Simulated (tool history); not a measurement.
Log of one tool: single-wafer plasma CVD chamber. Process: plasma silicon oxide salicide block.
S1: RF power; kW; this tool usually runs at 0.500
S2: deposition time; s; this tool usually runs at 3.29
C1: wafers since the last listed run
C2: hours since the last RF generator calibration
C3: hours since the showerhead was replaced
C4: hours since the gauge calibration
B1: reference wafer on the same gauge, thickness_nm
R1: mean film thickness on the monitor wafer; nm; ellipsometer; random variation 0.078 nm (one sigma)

run   hour     S1    S2   C1      C2      C3     C4      B1      R1
  1    0.0  0.500  3.29    0  1409.5  5125.8   82.2  28.508  32.923
  2   10.8  0.575  3.29  282  1420.3  5136.6   93.0  28.507  34.311
  3   27.7  0.575  3.29  441  1437.2  5153.5  109.9  28.514  34.174
  4   39.2  0.540  3.77  300  1448.7  5165.0  121.4  28.519  38.402
  5   55.6  0.540  3.77  428  1465.1  5181.4  137.8  28.503  38.492
  6   71.1  0.540  3.77  405  1480.6  5196.9  153.3  28.488  38.413
  7   88.7  0.435  2.92  460  1498.2  5214.5  170.9  28.484  28.050
  8   99.5  0.435  2.92  282  1509.0  5225.3  181.7  28.474  28.041
  9  111.8  0.435  2.92  321  1521.3  5237.6  194.0  28.516  28.065
 10  120.1  0.500  3.29  216  1529.6  5245.9  202.3  28.490  32.766
     135.6  -- RF generator calibrated
 11  136.1  0.500  3.29  209     0.5  5261.9  218.3  28.506  32.894
     148.0  -- showerhead replaced
 12  148.5  0.500  3.29  115    12.9     0.5  230.7  28.480  32.653
 13  163.9  0.500  3.29  402    28.3    15.9  246.1  28.519  32.987
 14  170.8  0.440  3.57  180    35.2    22.8  253.0  28.493  34.218
 15  179.7  0.500  3.29  232    44.1    31.7  261.9  28.508  32.904
 16  186.4  0.595  2.81  175    50.8    38.4  268.6  28.492  29.542
 17  195.5  0.455  2.64  237    59.9    47.5  277.7  28.498  25.706
 18  202.6  0.450  2.97  185    67.0    54.6  284.8  28.479  28.729
 19  212.6  0.500  3.29  261    77.0    64.6  294.8  28.517  32.738
     216.3  -- gauge calibrated
 20  227.6  0.500  3.57  392    92.0    79.6   11.3  28.501  35.520
 21  243.4  0.445  3.29  413   107.8    95.4   27.1  28.486  31.794
 22  255.4  0.550  3.01  313   119.8   107.4   39.1  28.506  30.986
 23  265.5  0.405  2.79  264   129.9   117.5   49.2  28.495  26.270
 24  282.9  0.500  3.29  454   147.3   134.9   66.6  28.492  32.864
 25  300.1  0.535  2.82  449   164.5   152.1   83.8  28.498  28.637

Below are 5 alternative next runs, each starting from the tool's condition after run 25. Predict each:
  A  300.5  0.500  3.74  10  164.9  152.5  84.2   ?   ?
  B  300.5  0.530  2.66  10  164.9  152.5  84.2   ?   ?
  C  300.5  0.405  3.77  10  164.9  152.5  84.2   ?   ?
  D  300.5  0.590  2.71  10  164.9  152.5  84.2   ?   ?
  E  300.5  0.405  2.70  10  164.9  152.5  84.2   ?   ?

run      B1      R1
  A  28.482  37.160
  B  28.482  26.876
  C  28.482  35.269
  D  28.482  28.242
  E  28.482  25.259
Had the tool no hidden state, the same runs would have come out as:
run      R1
  A  37.160
  B  26.876
  C  35.269
  D  28.242
  E  25.259

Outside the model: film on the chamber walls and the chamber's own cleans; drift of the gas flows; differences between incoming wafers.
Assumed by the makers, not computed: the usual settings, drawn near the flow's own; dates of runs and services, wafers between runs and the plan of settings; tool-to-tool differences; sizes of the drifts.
